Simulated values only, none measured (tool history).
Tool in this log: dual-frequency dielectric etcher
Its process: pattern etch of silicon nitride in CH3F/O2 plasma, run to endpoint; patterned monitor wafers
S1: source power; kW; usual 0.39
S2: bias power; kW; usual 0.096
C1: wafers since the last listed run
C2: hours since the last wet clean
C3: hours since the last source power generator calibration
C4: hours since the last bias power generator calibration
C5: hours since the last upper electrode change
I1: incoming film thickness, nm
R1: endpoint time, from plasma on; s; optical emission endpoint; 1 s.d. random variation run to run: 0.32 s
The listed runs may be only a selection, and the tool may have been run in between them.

| run | hour | S1 | S2 | C1 | C2 | C3 | C4 | C5 | I1 | R1 |
|---|---|---|---|---|---|---|---|---|---|---|
| 1 | 0 | 0.39 | 0.084 | 0 | 344.2 | 505.7 | 2671.7 | 1883.5 | 102.4 | 108.7 |
|  | 2.1 | wet clean of the chamber |
| 2 | 45.2 | 0.39 | 0.084 | 216 | 43.1 | 550.9 | 2716.9 | 1928.7 | 102.4 | 110.6 |
| 3 | 97.4 | 0.39 | 0.084 | 262 | 95.3 | 603.1 | 2769.1 | 1980.9 | 102.9 | 110.6 |
| 4 | 125 | 0.45 | 0.084 | 138 | 122.9 | 630.7 | 2796.7 | 2008.5 | 101.5 | 103.8 |
| 5 | 177.3 | 0.39 | 0.096 | 262 | 175.2 | 683 | 2849 | 2060.8 | 102.2 | 101.7 |
|  | 361.8 | wet clean of the chamber |
| 6 | 383.2 | 0.39 | 0.096 | 914 | 21.4 | 888.9 | 3054.9 | 2266.7 | 101.8 | 103.1 |
| 7 | 454.7 | 0.39 | 0.096 | 359 | 92.9 | 960.4 | 3126.4 | 2338.2 | 103.2 | 103.6 |
| 8 | 480.1 | 0.39 | 0.088 | 127 | 118.3 | 985.8 | 3151.8 | 2363.6 | 103 | 108.3 |
|  | 520.8 | upper electrode replaced |
| 9 | 543 | 0.39 | 0.088 | 195 | 181.2 | 1048.7 | 3214.7 | 22.2 | 102.2 | 106.7 |
| 10 | 577.8 | 0.39 | 0.088 | 174 | 216 | 1083.5 | 3249.5 | 57 | 103.2 | 107.6 |
| 11 | 619 | 0.39 | 0.096 | 207 | 257.2 | 1124.7 | 3290.7 | 98.2 | 102.4 | 101.8 |
|  | 673.8 | wet clean of the chamber |
| 12 | 676.8 | 0.39 | 0.096 | 169 | 3 | 1182.5 | 3348.5 | 156 | 102.6 | 105.6 |
| 13 | 742.4 | 0.39 | 0.088 | 329 | 68.6 | 1248.1 | 3414.1 | 221.6 | 101.9 | 107.7 |
| 14 | 770.8 | 0.32 | 0.118 | 142 | 97 | 1276.5 | 3442.5 | 250 | 102.5 | 99.8 |
| 15 | 806.2 | 0.39 | 0.088 | 177 | 132.4 | 1311.9 | 3477.9 | 285.4 | 102.4 | 108.5 |
| 16 | 861.7 | 0.46 | 0.119 | 279 | 187.9 | 1367.4 | 3533.4 | 340.9 | 103 | 89.8 |
| 17 | 895.1 | 0.39 | 0.114 | 167 | 221.3 | 1400.8 | 3566.8 | 374.3 | 102.6 | 96.1 |
|  | 913.2 | bias power generator calibrated |
|  | 995.2 | source power generator calibrated |
|  | 1067.5 | wet clean of the chamber |
| 18 | 1110.1 | 0.39 | 0.103 | 919 | 42.6 | 114.9 | 196.9 | 589.3 | 103 | 103.2 |
| 19 | 1136.9 | 0.45 | 0.072 | 134 | 69.4 | 141.7 | 223.7 | 616.1 | 102.8 | 115 |
| 20 | 1196.9 | 0.31 | 0.12 | 301 | 129.4 | 201.7 | 283.7 | 676.1 | 102.4 | 99.9 |
| 21 | 1329.7 | 0.3 | 0.112 | 667 | 262.2 | 334.5 | 416.5 | 808.9 | 102.2 | 103.2 |
| 22 | 1362.9 | 0.31 | 0.112 | 166 | 295.4 | 367.7 | 449.7 | 842.1 | 103 | 102.6 |
|  | 1420.4 | wet clean of the chamber |
| 23 | 1420.9 | 0.39 | 0.115 | 170 | 0.5 | 425.7 | 507.7 | 900.1 | 102.4 | 96.2 |
| 24 | 1479.2 | 0.36 | 0.086 | 293 | 58.8 | 484 | 566 | 958.4 | 102.8 | 112.8 |
| 25 | 1519.5 | 0.48 | 0.113 | 202 | 99.1 | 524.3 | 606.3 | 998.7 | 101.9 | 90.5 |

Pick out some run-to-run changes in R1. Of each, how much would a tool without hidden state show as well, from the settings, what came in and chance, and how much is left for the hidden state and any gauge scatter not in both results compared?
The hidden state here: etch rate over this chamber's usual, %; source power that arrives over what is set, %; bias power that arrives over what is set, %.
Run 11 -> 12: wet clean of the chamber. R1 +3.8 s: hidden state +2.9, all else +0.9.
Run 15 -> 16: S1 0.39 -> 0.46, S2 0.088 -> 0.119. R1 -18.7 s: hidden state -0.1, all else -18.6.
Run 17 -> 18: S2 0.114 -> 0.103, bias power generator calibrated, source power generator calibrated, wet clean of the chamber. R1 +7.1 s: hidden state +2.3, all else +4.8.
Run 24 -> 25: S1 0.36 -> 0.48, S2 0.086 -> 0.113. R1 -22.3 s: hidden state +0, all else -22.3.
